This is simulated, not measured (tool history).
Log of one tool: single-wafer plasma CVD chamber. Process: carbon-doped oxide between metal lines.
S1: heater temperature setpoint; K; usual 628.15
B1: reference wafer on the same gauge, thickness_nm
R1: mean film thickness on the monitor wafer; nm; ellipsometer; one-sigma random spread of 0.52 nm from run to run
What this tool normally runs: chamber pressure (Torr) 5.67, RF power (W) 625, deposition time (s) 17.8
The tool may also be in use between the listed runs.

Run 1, hour 0.0: usual settings; B1 95.299. Result: R1 99.988 nm.
Run 2, hour 27.8: usual settings; B1 95.215. Result: R1 100.674 nm.
Run 3, hour 51.5: usual settings; B1 95.127. Result: R1 100.217 nm.
Run 4, hour 78.2: usual settings; B1 94.906. Result: R1 100.284 nm.
Run 5, hour 93.3: usual settings; B1 95.096. Result: R1 100.794 nm.
At hour 100.4: gauge calibrated.
Run 6, hour 121.5: usual settings; B1 94.897. Result: R1 99.889 nm.
Run 7, hour 142.6: usual settings; B1 94.730. Result: R1 100.396 nm.
At hour 182.4: thermocouple changed; heater temperature recalibrated.
Run 8, hour 182.9: usual settings; B1 95.103. Result: R1 98.621 nm.
Run 9, hour 214.3: usual settings; B1 94.969. Result: R1 99.306 nm.
Run 10, hour 248.7: usual settings; B1 95.107. Result: R1 99.135 nm.
Run 11, hour 275.5: usual settings but chamber pressure (Torr) 6.42; B1 95.078. Result: R1 99.249 nm.
Run 12, hour 289.3: usual settings but RF power (W) 530; B1 95.035. Result: R1 88.169 nm.
Run 13, hour 312.3: usual settings but RF power (W) 530; B1 95.077. Result: R1 88.364 nm.
Run 14, hour 329.3: usual settings but chamber pressure (Torr) 6.66, RF power (W) 515; B1 95.004. Result: R1 88.266 nm.
Run 15, hour 344.8: usual settings but RF power (W) 715; B1 95.094. Result: R1 106.291 nm.
Run 16, hour 375.5: usual settings; B1 95.026. Result: R1 97.692 nm.
Run 17, hour 399.0: usual settings but chamber pressure (Torr) 6.54, RF power (W) 545; B1 94.966. Result: R1 91.042 nm.
Run 18, hour 423.9: usual settings but S1 615.15 K, chamber pressure (Torr) 4.45, RF power (W) 710, deposition time (s) 15.9; B1 94.975. Result: R1 94.491 nm.
At hour 447.3: RF generator calibrated.
At hour 455.0: capacitance manometer re-zeroed and calibrated.
Run 19, hour 455.5: usual settings but S1 618.15 K, chamber pressure (Torr) 6.12, deposition time (s) 15.6; B1 95.126. Result: R1 94.505 nm.
Run 20, hour 469.1: usual settings but chamber pressure (Torr) 4.56, RF power (W) 745; B1 95.162. Result: R1 110.722 nm.
At hour 483.4: showerhead replaced.
Run 21, hour 496.1: usual settings; B1 94.974. Result: R1 103.503 nm.
At hour 513.0: gauge calibrated.
Run 22, hour 525.5: usual settings but S1 643.15 K, RF power (W) 730, deposition time (s) 16.1; B1 95.081. Result: R1 97.666 nm.
Run 23, hour 542.2: usual settings but S1 638.15 K, RF power (W) 730, deposition time (s) 15.2; B1 94.951. Result: R1 93.847 nm.
Run 24, hour 564.0: usual settings but deposition time (s) 14.6; B1 94.701. Result: R1 85.351 nm.
Run 25, hour 576.8: usual settings; B1 95.062. Result: R1 104.020 nm.
Run 26, hour 589.1: usual settings but S1 620.15 K, chamber pressure (Torr) 7.03, deposition time (s) 15.2; B1 94.953. Result: R1 93.000 nm.
Run 27, hour 619.4: usual settings; B1 94.844. Result: R1 103.047 nm.
Run 28, hour 638.0: usual settings but S1 619.15 K; B1 94.977. Result: R1 106.354 nm.
Run 29, hour 665.1: usual settings but S1 643.15 K, chamber pressure (Torr) 5.17, deposition time (s) 16.2; B1 94.984. Result: R1 88.091 nm.

Branching from run 29: 3 alternative next runs. What would each branch give?
Run A, hour 665.5: usual settings; B1 ?. Result: R1 ?.
Run B, hour 665.5: usual settings but S1 618.15 K, chamber pressure (Torr) 6.47, deposition time (s) 19.0; B1 ?. Result: R1 ?.
Run C, hour 665.5: usual settings but S1 643.15 K, chamber pressure (Torr) 6.12, RF power (W) 675, deposition time (s) 16.7; B1 ?. Result: R1 ?.

run      B1       R1
  A  95.034  102.427
  B  95.034  114.580
  C  95.034   97.448
With the hidden condition removed and each run's random variation left untouched, the same runs would have given:
run       R1
  A  102.840
  B  115.042
  C   97.832

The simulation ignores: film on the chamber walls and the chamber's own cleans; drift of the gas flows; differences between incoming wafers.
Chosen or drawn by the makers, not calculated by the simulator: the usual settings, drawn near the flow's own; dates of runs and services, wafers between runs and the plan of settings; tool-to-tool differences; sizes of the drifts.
